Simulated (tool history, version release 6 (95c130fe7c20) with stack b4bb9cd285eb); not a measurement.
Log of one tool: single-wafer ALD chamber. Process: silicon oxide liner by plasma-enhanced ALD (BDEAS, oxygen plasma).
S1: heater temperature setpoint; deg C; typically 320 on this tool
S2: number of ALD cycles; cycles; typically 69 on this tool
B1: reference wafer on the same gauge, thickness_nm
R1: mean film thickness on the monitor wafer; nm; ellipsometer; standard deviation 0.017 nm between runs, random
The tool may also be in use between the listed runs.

Run 1, hour 0: usual settings; B1 6.25. Result: R1 6.673 nm.
Run 2, hour 32: usual settings; B1 6.248. Result: R1 6.674 nm.
Run 3, hour 47: usual settings; B1 6.243. Result: R1 6.672 nm.
Run 4, hour 76: usual settings but S2 76 cycles; B1 6.234. Result: R1 7.352 nm.
Run 5, hour 93.2: usual settings but S2 76 cycles; B1 6.239. Result: R1 7.362 nm.
Run 6, hour 113.6: usual settings but S2 62 cycles; B1 6.232. Result: R1 5.973 nm.
Run 7, hour 135.5: usual settings but S2 62 cycles; B1 6.228. Result: R1 5.978 nm.
Run 8, hour 154.3: usual settings but S1 330 deg C, S2 76 cycles; B1 6.227. Result: R1 7.231 nm.
Run 9, hour 203.5: usual settings but S1 330 deg C, S2 76 cycles; B1 6.218. Result: R1 7.221 nm.
Run 10, hour 236.9: usual settings; B1 6.215. Result: R1 6.657 nm.
Run 11, hour 256.4: usual settings; B1 6.211. Result: R1 6.64 nm.
Run 12, hour 290.6: usual settings but S2 73 cycles; B1 6.204. Result: R1 7.053 nm.
At hour 320.1: gauge calibrated.
Run 13, hour 323.3: usual settings but S2 73 cycles; B1 6.397. Result: R1 7.195 nm.
Run 14, hour 340.4: usual settings but S2 73 cycles; B1 6.385. Result: R1 7.258 nm.
Run 15, hour 374.1: usual settings but S1 315 deg C, S2 76 cycles; B1 6.386. Result: R1 7.563 nm.
Run 16, hour 400: usual settings but S1 315 deg C, S2 76 cycles; B1 6.376. Result: R1 7.572 nm.
Run 17, hour 422: usual settings but S1 315 deg C, S2 76 cycles; B1 6.378. Result: R1 7.613 nm.
Run 18, hour 445.5: usual settings; B1 6.373. Result: R1 6.841 nm.
At hour 464.3: thermocouple changed; heater temperature recalibrated.
Run 19, hour 465.4: usual settings; B1 6.374. Result: R1 6.821 nm.
Run 20, hour 482.8: usual settings; B1 6.37. Result: R1 6.817 nm.
Run 21, hour 510.6: usual settings but S1 331 deg C, S2 79 cycles; B1 6.363. Result: R1 7.698 nm.
Run 22, hour 540.1: usual settings but S1 309 deg C, S2 56 cycles; B1 6.359. Result: R1 5.599 nm.
Run 23, hour 570.3: usual settings; B1 6.354. Result: R1 6.786 nm.
Run 24, hour 602.7: usual settings but S1 314 deg C, S2 58 cycles; B1 6.347. Result: R1 5.755 nm.
Run 25, hour 632: usual settings; B1 6.346. Result: R1 6.801 nm.
Run 26, hour 667.8: usual settings but S1 325 deg C, S2 81 cycles; B1 6.334. Result: R1 7.886 nm.
Run 27, hour 702.5: usual settings but S1 308 deg C, S2 57 cycles; B1 6.333. Result: R1 5.689 nm.
Run 28, hour 716: usual settings but S2 63 cycles; B1 6.335. Result: R1 6.178 nm.
Run 29, hour 728.5: usual settings; B1 6.331. Result: R1 6.78 nm.
Run 30, hour 751.9: usual settings but S1 329 deg C, S2 81 cycles; B1 6.326. Result: R1 7.828 nm.
Run 31, hour 785.5: usual settings but S1 333 deg C, S2 76 cycles; B1 6.323. Result: R1 7.325 nm.
Run 32, hour 808.9: usual settings but S1 311 deg C, S2 58 cycles; B1 6.319. Result: R1 5.741 nm.
Run 33, hour 830.5: usual settings but S1 324 deg C, S2 75 cycles; B1 6.316. Result: R1 7.302 nm.
Run 34, hour 862.3: usual settings; B1 6.304. Result: R1 6.742 nm.
Run 35, hour 883.4: usual settings but S1 314 deg C, S2 63 cycles; B1 6.307. Result: R1 6.215 nm.
Run 36, hour 914.3: usual settings but S1 310 deg C, S2 61 cycles; B1 6.298. Result: R1 6.023 nm.
Run 37, hour 949.2: usual settings but S1 327 deg C, S2 74 cycles; B1 6.29. Result: R1 7.151 nm.
Run 38, hour 975: usual settings but S1 330 deg C, S2 61 cycles; B1 6.291. Result: R1 5.873 nm.
Run 39, hour 992.8: usual settings but S1 328 deg C, S2 56 cycles; B1 6.289. Result: R1 5.409 nm.
Run 40, hour 1011.4: usual settings but S2 82 cycles; B1 6.286. Result: R1 8.031 nm.
Run 41, hour 1024.2: usual settings; B1 6.283. Result: R1 6.754 nm.
Run 42, hour 1051.7: usual settings; B1 6.28. Result: R1 6.75 nm.

5 options for the next run, each taken on its own from the tool as it stands now. Forecast them:
Run A, hour 1052.2: usual settings; B1 ?. Result: R1 ?.
Run B, hour 1052.2: usual settings but S1 334 deg C, S2 79 cycles; B1 ?. Result: R1 ?.
Run C, hour 1052.2: usual settings but S2 74 cycles; B1 ?. Result: R1 ?.
Run D, hour 1052.2: usual settings but S1 333 deg C; B1 ?. Result: R1 ?.
Run E, hour 1052.2: usual settings but S1 327 deg C, S2 80 cycles; B1 ?. Result: R1 ?.

run     B1     R1
  A  6.281  6.723
  B  6.281  7.561
  C  6.281   7.21
  D  6.281  6.612
  E  6.281  7.726
What these runs would have given with no unlogged condition in the tool:
run     R1
  A  6.831
  B  7.682
  C  7.326
  D  6.718
  E   7.85
